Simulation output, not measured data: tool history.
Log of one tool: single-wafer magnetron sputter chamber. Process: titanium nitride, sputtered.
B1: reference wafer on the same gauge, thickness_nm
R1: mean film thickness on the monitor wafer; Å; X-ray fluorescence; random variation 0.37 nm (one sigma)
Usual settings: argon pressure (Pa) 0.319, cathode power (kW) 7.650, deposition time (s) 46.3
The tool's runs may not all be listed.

{"run": 1, "hour": 0.0, "argon pressure (Pa)": 0.319, "cathode power (kW)": 7.65, "deposition time (s)": 40.7, "B1": 78.641, "R1": 604.07}
{"run": 2, "hour": 41.4, "argon pressure (Pa)": 0.319, "cathode power (kW)": 7.65, "deposition time (s)": 40.7, "B1": 78.511, "R1": 612.56}
{"run": 3, "hour": 106.0, "argon pressure (Pa)": 0.319, "cathode power (kW)": 7.65, "deposition time (s)": 46.3, "B1": 78.533, "R1": 681.88}
{"run": 4, "hour": 168.2, "argon pressure (Pa)": 0.357, "cathode power (kW)": 8.05, "deposition time (s)": 46.3, "B1": 78.656, "R1": 683.88}
{"run": 5, "hour": 240.0, "argon pressure (Pa)": 0.319, "cathode power (kW)": 6.5, "deposition time (s)": 46.3, "B1": 78.516, "R1": 615.09}
{"run": 6, "hour": 294.7, "argon pressure (Pa)": 0.319, "cathode power (kW)": 6.5, "deposition time (s)": 46.3, "B1": 78.598, "R1": 609.26}
{"hour": 326.9, "done": "sputter target and shields replaced"}
{"run": 7, "hour": 359.1, "argon pressure (Pa)": 0.319, "cathode power (kW)": 7.65, "deposition time (s)": 41.3, "B1": 78.741, "R1": 615.54}
{"run": 8, "hour": 395.2, "argon pressure (Pa)": 0.319, "cathode power (kW)": 7.65, "deposition time (s)": 41.3, "B1": 78.493, "R1": 618.53}
{"run": 9, "hour": 424.2, "argon pressure (Pa)": 0.319, "cathode power (kW)": 7.65, "deposition time (s)": 41.3, "B1": 78.606, "R1": 616.37}
{"run": 10, "hour": 482.0, "argon pressure (Pa)": 0.238, "cathode power (kW)": 7.65, "deposition time (s)": 46.3, "B1": 78.63, "R1": 701.16}
{"run": 11, "hour": 538.6, "argon pressure (Pa)": 0.319, "cathode power (kW)": 7.65, "deposition time (s)": 55.0, "B1": 78.689, "R1": 823.84}
{"run": 12, "hour": 568.3, "argon pressure (Pa)": 0.319, "cathode power (kW)": 7.65, "deposition time (s)": 37.7, "B1": 78.559, "R1": 556.74}
{"hour": 571.8, "done": "gauge calibrated"}
{"hour": 604.5, "done": "magnet pack replaced"}
{"run": 13, "hour": 605.0, "argon pressure (Pa)": 0.403, "cathode power (kW)": 8.6, "deposition time (s)": 52.1, "B1": 78.421, "R1": 799.81}
{"run": 14, "hour": 639.6, "argon pressure (Pa)": 0.319, "cathode power (kW)": 7.65, "deposition time (s)": 46.3, "B1": 78.74, "R1": 685.27}
{"run": 15, "hour": 707.9, "argon pressure (Pa)": 0.319, "cathode power (kW)": 7.65, "deposition time (s)": 40.7, "B1": 78.497, "R1": 588.8}
{"run": 16, "hour": 756.2, "argon pressure (Pa)": 0.206, "cathode power (kW)": 5.95, "deposition time (s)": 50.2, "B1": 78.624, "R1": 654.57}
{"run": 17, "hour": 792.0, "argon pressure (Pa)": 0.319, "cathode power (kW)": 7.65, "deposition time (s)": 46.3, "B1": 78.619, "R1": 659.49}
{"run": 18, "hour": 839.1, "argon pressure (Pa)": 0.319, "cathode power (kW)": 7.15, "deposition time (s)": 52.0, "B1": 78.697, "R1": 707.84}
{"hour": 874.1, "done": "sputter target and shields replaced"}
{"run": 19, "hour": 950.9, "argon pressure (Pa)": 0.422, "cathode power (kW)": 7.65, "deposition time (s)": 46.3, "B1": 78.622, "R1": 672.83}
{"run": 20, "hour": 996.5, "argon pressure (Pa)": 0.376, "cathode power (kW)": 7.65, "deposition time (s)": 39.0, "B1": 78.595, "R1": 573.39}
{"run": 21, "hour": 1040.8, "argon pressure (Pa)": 0.319, "cathode power (kW)": 7.65, "deposition time (s)": 46.3, "B1": 78.661, "R1": 689.81}
{"hour": 1092.7, "done": "capacitance manometer re-zeroed and calibrated"}
{"run": 22, "hour": 1103.3, "argon pressure (Pa)": 0.436, "cathode power (kW)": 8.75, "deposition time (s)": 50.4, "B1": 78.649, "R1": 768.28}
{"run": 23, "hour": 1172.1, "argon pressure (Pa)": 0.319, "cathode power (kW)": 7.65, "deposition time (s)": 42.4, "B1": 78.621, "R1": 622.55}
{"run": 24, "hour": 1209.5, "argon pressure (Pa)": 0.24, "cathode power (kW)": 7.65, "deposition time (s)": 46.3, "B1": 78.501, "R1": 697.1}
{"run": 25, "hour": 1257.0, "argon pressure (Pa)": 0.206, "cathode power (kW)": 7.65, "deposition time (s)": 46.3, "B1": 78.486, "R1": 694.8}
{"run": 26, "hour": 1325.6, "argon pressure (Pa)": 0.354, "cathode power (kW)": 9.4, "deposition time (s)": 41.7, "B1": 78.681, "R1": 666.7}
{"hour": 1352.1, "done": "sputter target and shields replaced"}
{"run": 27, "hour": 1355.3, "argon pressure (Pa)": 0.319, "cathode power (kW)": 7.65, "deposition time (s)": 46.3, "B1": 78.573, "R1": 695.23}
{"run": 28, "hour": 1385.1, "argon pressure (Pa)": 0.279, "cathode power (kW)": 7.65, "deposition time (s)": 46.3, "B1": 78.649, "R1": 705.4}
{"run": 29, "hour": 1422.2, "argon pressure (Pa)": 0.319, "cathode power (kW)": 7.65, "deposition time (s)": 46.3, "B1": 78.641, "R1": 698.87}
{"run": 30, "hour": 1487.3, "argon pressure (Pa)": 0.319, "cathode power (kW)": 7.65, "deposition time (s)": 46.3, "B1": 78.594, "R1": 695.85}
{"run": 31, "hour": 1525.9, "argon pressure (Pa)": 0.229, "cathode power (kW)": 6.45, "deposition time (s)": 48.9, "B1": 78.638, "R1": 695.44}
{"run": 32, "hour": 1550.4, "argon pressure (Pa)": 0.413, "cathode power (kW)": 6.55, "deposition time (s)": 41.2, "B1": 78.656, "R1": 557.33}
{"run": 33, "hour": 1583.8, "argon pressure (Pa)": 0.258, "cathode power (kW)": 6.25, "deposition time (s)": 46.3, "B1": 78.511, "R1": 631.49}
{"run": 34, "hour": 1638.9, "argon pressure (Pa)": 0.394, "cathode power (kW)": 7.65, "deposition time (s)": 46.3, "B1": 78.66, "R1": 667.11}

Forecast each of these 5 alternatives for the next run:
{"run": "A", "hour": 1639.3, "argon pressure (Pa)": 0.319, "cathode power (kW)": 7.65, "deposition time (s)": 46.3, "B1": "?", "R1": "?"}
{"run": "B", "hour": 1639.3, "argon pressure (Pa)": 0.37, "cathode power (kW)": 6.85, "deposition time (s)": 38.9, "B1": "?", "R1": "?"}
{"run": "C", "hour": 1639.3, "argon pressure (Pa)": 0.242, "cathode power (kW)": 9.5, "deposition time (s)": 46.3, "B1": "?", "R1": "?"}
{"run": "D", "hour": 1639.3, "argon pressure (Pa)": 0.378, "cathode power (kW)": 6.55, "deposition time (s)": 53.7, "B1": "?", "R1": "?"}
{"run": "E", "hour": 1639.3, "argon pressure (Pa)": 0.399, "cathode power (kW)": 6.7, "deposition time (s)": 46.3, "B1": "?", "R1": "?"}

run=A B1=78.593 R1=694.04
run=B B1=78.593 R1=543.60
run=C B1=78.593 R1=798.43
run=D B1=78.593 R1=732.60
run=E B1=78.593 R1=634.88
Without the tool's hidden state the same runs would have given:
run=A R1=710.25
run=B R1=556.30
run=C R1=817.09
run=D R1=749.71
run=E R1=649.71
